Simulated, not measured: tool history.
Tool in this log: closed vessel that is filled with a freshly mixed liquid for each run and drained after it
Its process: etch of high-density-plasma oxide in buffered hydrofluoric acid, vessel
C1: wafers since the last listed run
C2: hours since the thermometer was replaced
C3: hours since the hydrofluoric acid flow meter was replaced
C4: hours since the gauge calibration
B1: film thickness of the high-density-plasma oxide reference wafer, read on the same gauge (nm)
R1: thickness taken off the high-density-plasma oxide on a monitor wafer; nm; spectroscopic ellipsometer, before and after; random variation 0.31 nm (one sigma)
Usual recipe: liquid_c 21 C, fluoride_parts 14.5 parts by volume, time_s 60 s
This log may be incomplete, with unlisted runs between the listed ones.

Run 1, day 0: usual settings; C1 0; C2 22.8; C3 408.4; C4 442; B1 99.96. Result: R1 46.04 nm.
Run 2, day 2.392: usual settings; C1 7483; C2 80.2; C3 465.8; C4 499.4; B1 100.01. Result: R1 45.92 nm.
Run 3, day 3.754: usual settings; C1 4263; C2 112.9; C3 498.5; C4 532.1; B1 100.06. Result: R1 45.61 nm.
Run 4, day 5.321: usual settings; C1 4901; C2 150.5; C3 536.1; C4 569.7; B1 99.97. Result: R1 45.73 nm.
Run 5, day 6.817: usual settings; C1 4680; C2 186.4; C3 572; C4 605.6; B1 100. Result: R1 45.3 nm.
Run 6, day 8.338: usual settings; C1 4758; C2 222.9; C3 608.5; C4 642.1; B1 99.95. Result: R1 45.79 nm.
Run 7, day 11.042: usual settings but time_s 70 s; C1 8460; C2 287.8; C3 673.4; C4 707; B1 99.96. Result: R1 52.4 nm.
Run 8, day 13.858: usual settings but time_s 70 s; C1 8812; C2 355.4; C3 741; C4 774.6; B1 99.99. Result: R1 52.78 nm.
Run 9, day 15.629: usual settings; C1 5540; C2 397.9; C3 783.5; C4 817.1; B1 100.01. Result: R1 44.87 nm.
Run 10, day 16.904: usual settings; C1 3989; C2 428.5; C3 814.1; C4 847.7; B1 100.02. Result: R1 44.14 nm.
Run 11, day 19.658: usual settings; C1 8617; C2 494.6; C3 880.2; C4 913.8; B1 100. Result: R1 44.93 nm.
Run 12, day 21.121: usual settings; C1 4575; C2 529.7; C3 915.3; C4 948.9; B1 99.98. Result: R1 44.93 nm.
Run 13, day 23.475: usual settings; C1 7365; C2 586.2; C3 971.8; C4 1005.4; B1 100.02. Result: R1 44.82 nm.
Run 14, day 27.671: usual settings; C1 13128; C2 686.9; C3 1072.5; C4 1106.1; B1 99.97. Result: R1 44.32 nm.
Run 15, day 30.521: usual settings but liquid_c 17 C; C1 8917; C2 755.3; C3 1140.9; C4 1174.5; B1 99.99. Result: R1 34.9 nm.
Run 16, day 33.217: usual settings but liquid_c 17.5 C; C1 8434; C2 820; C3 1205.6; C4 1239.2; B1 99.95. Result: R1 36.31 nm.
Run 17, day 35.55: usual settings but time_s 50 s; C1 7300; C2 876; C3 1261.6; C4 1295.2; B1 100.03. Result: R1 36.25 nm.
Run 18, day 37.254: usual settings but fluoride_parts 11.5 parts by volume, time_s 30 s; C1 5332; C2 916.9; C3 1302.5; C4 1336.1; B1 100. Result: R1 27.58 nm.
At day 37.854: hydrofluoric acid flow meter replaced.
Run 19, day 38.9: usual settings; C1 5019; C2 956.4; C3 25.1; C4 1375.6; B1 100. Result: R1 40.42 nm.
At day 39.738: thermometer replaced.
Run 20, day 40.738: usual settings but liquid_c 24 C; C1 5618; C2 24; C3 69.2; C4 1419.7; B1 100. Result: R1 47.85 nm.
Run 21, day 43.192: usual settings but time_s 35 s; C1 7678; C2 82.9; C3 128.1; C4 1478.6; B1 100.02. Result: R1 23.61 nm.
Run 22, day 44.229: usual settings but fluoride_parts 18.5 parts by volume, time_s 35 s; C1 3246; C2 107.8; C3 153; C4 1503.5; B1 100. Result: R1 18.92 nm.
Run 23, day 45.758: usual settings but fluoride_parts 17.5 parts by volume, time_s 70 s; C1 4784; C2 144.5; C3 189.7; C4 1540.2; B1 100.06. Result: R1 39.57 nm.
At day 48.683: hydrofluoric acid flow meter replaced, repeated, since the last time left the tool worse.
At day 50.712: gauge calibrated.
Run 24, day 53.546: usual settings but liquid_c 22.5 C, time_s 35 s; C1 24235; C2 331.4; C3 116.7; C4 68; B1 99.96. Result: R1 29.38 nm.
Run 25, day 55.617: usual settings but fluoride_parts 18.5 parts by volume, time_s 35 s; C1 6479; C2 381.1; C3 166.4; C4 117.7; B1 100.01. Result: R1 21.48 nm.
Run 26, day 56.625: usual settings; C1 3154; C2 405.3; C3 190.6; C4 141.9; B1 99.97. Result: R1 46.79 nm.
Run 27, day 64: usual settings but liquid_c 22.5 C; C1 23075; C2 582.3; C3 367.6; C4 318.9; B1 100.04. Result: R1 50.54 nm.
Run 28, day 66.483: usual settings but fluoride_parts 9.5 parts by volume; C1 7770; C2 641.9; C3 427.2; C4 378.5; B1 99.99. Result: R1 68.96 nm.

Below are 5 alternative next runs, each starting from the tool's condition after run 28. Predict each:
Run A, day 66.512: usual settings; C1 91; C2 642.6; C3 427.9; C4 379.2; B1 ?. Result: R1 ?.
Run B, day 66.512: usual settings but time_s 90 s; C1 91; C2 642.6; C3 427.9; C4 379.2; B1 ?. Result: R1 ?.
Run C, day 66.512: usual settings but fluoride_parts 18 parts by volume; C1 91; C2 642.6; C3 427.9; C4 379.2; B1 ?. Result: R1 ?.
Run D, day 66.512: usual settings but liquid_c 19 C, fluoride_parts 19.5 parts by volume, time_s 50 s; C1 91; C2 642.6; C3 427.9; C4 379.2; B1 ?. Result: R1 ?.
Run E, day 66.512: usual settings but fluoride_parts 12 parts by volume, time_s 30 s; C1 91; C2 642.6; C3 427.9; C4 379.2; B1 ?. Result: R1 ?.

run     B1     R1
  A  99.97  45.91
  B  99.97  68.87
  C  99.97   37.1
  D  99.97  25.59
  E  99.97  27.64
With no hidden state in the tool, these same runs would have given:
run     R1
  A  47.41
  B  71.11
  C  38.32
  D  26.37
  E  28.54
